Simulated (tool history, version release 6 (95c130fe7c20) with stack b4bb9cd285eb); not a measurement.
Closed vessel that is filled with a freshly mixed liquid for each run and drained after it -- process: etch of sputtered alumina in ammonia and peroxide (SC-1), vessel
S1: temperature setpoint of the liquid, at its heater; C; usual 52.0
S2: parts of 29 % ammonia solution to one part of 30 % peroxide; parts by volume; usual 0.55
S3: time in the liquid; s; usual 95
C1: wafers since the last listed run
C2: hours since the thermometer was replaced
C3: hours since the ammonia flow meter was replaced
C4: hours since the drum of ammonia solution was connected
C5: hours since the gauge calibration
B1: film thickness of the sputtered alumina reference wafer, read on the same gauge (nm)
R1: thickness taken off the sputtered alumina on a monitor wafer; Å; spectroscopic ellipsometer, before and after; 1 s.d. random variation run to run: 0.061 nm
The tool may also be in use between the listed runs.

run	hour	S1	S2	S3	C1	C2	C3	C4	C5	B1	R1
1	0.0	52.0	0.55	95	0	1988.7	643.6	808.9	531.9	49.99	54.1
# hour 20.5: new drum of ammonia solution connected
2	36.3	52.0	0.55	95	3113	2025.0	679.9	15.8	568.2	49.96	53.5
3	86.5	52.0	0.55	95	4427	2075.2	730.1	66.0	618.4	49.99	53.5
# hour 141.5: ammonia flow meter replaced
4	156.6	52.0	0.55	95	6094	2145.3	15.1	136.1	688.5	50.01	53.5
5	201.0	52.0	0.55	95	3915	2189.7	59.5	180.5	732.9	49.99	54.2
6	241.1	52.0	0.55	95	3536	2229.8	99.6	220.6	773.0	50.04	53.3
7	329.4	52.0	0.55	95	7787	2318.1	187.9	308.9	861.3	50.01	53.6
8	364.5	52.0	0.55	95	3095	2353.2	223.0	344.0	896.4	50.01	54.2
9	395.8	52.0	0.55	95	2760	2384.5	254.3	375.3	927.7	50.05	53.4
10	454.9	52.0	0.55	95	5212	2443.6	313.4	434.4	986.8	50.05	52.4
# hour 472.5: gauge calibrated
11	495.4	52.0	0.55	95	3571	2484.1	353.9	474.9	22.9	50.02	53.1
12	538.0	52.0	0.55	95	3757	2526.7	396.5	517.5	65.5	49.98	52.5
13	575.1	52.0	0.55	95	3272	2563.8	433.6	554.6	102.6	50.02	52.7
14	636.8	52.0	0.55	95	5441	2625.5	495.3	616.3	164.3	50.01	52.5
15	686.4	43.0	0.70	135	4374	2675.1	544.9	665.9	213.9	49.96	44.7
# hour 726.7: thermometer replaced
16	742.2	52.0	0.55	95	4833	15.5	600.7	721.7	269.7	49.98	61.4
17	766.4	56.0	0.55	95	2134	39.7	624.9	745.9	293.9	50.03	77.9
# hour 778.8: new drum of ammonia solution connected
18	813.4	52.0	0.55	95	4057	86.7	671.9	34.6	340.9	50.01	62.3
19	884.6	45.5	0.55	145	6279	157.9	743.1	105.8	412.1	50.01	65.6
# hour 904.3: ammonia flow meter replaced
20	911.3	47.5	0.55	95	2266	184.6	7.0	132.5	438.8	50.00	48.1
21	949.7	52.0	0.30	95	3386	223.0	45.4	170.9	477.2	49.98	57.2
22	1020.6	46.5	0.30	55	6253	293.9	116.3	241.8	548.1	50.00	24.5
23	1085.2	58.0	0.55	140	5697	358.5	180.9	306.4	612.7	50.00	119.9
24	1153.3	52.0	0.55	95	6006	426.6	249.0	374.5	680.8	49.96	60.5
25	1199.0	57.5	0.65	80	4030	472.3	294.7	420.2	726.5	50.00	69.6
26	1228.7	45.0	0.55	95	2619	502.0	324.4	449.9	756.2	49.99	40.8
27	1293.3	52.0	0.55	95	5697	566.6	389.0	514.5	820.8	49.99	60.3

Forecast each of these 4 alternatives for the next run:
A	1294.0	52.0	0.55	95	61	567.3	389.7	515.2	821.5	?	?
B	1294.0	58.5	0.55	95	61	567.3	389.7	515.2	821.5	?	?
C	1294.0	54.5	0.45	145	61	567.3	389.7	515.2	821.5	?	?
D	1294.0	60.0	0.80	40	61	567.3	389.7	515.2	821.5	?	?

run	B1	R1
A	49.98	59.5
B	49.98	84.1
C	49.98	102.0
D	49.98	39.7
Without the tool's unlogged condition, the same runs would have read:
run	R1
A	61.4
B	86.7
C	105.2
D	40.9
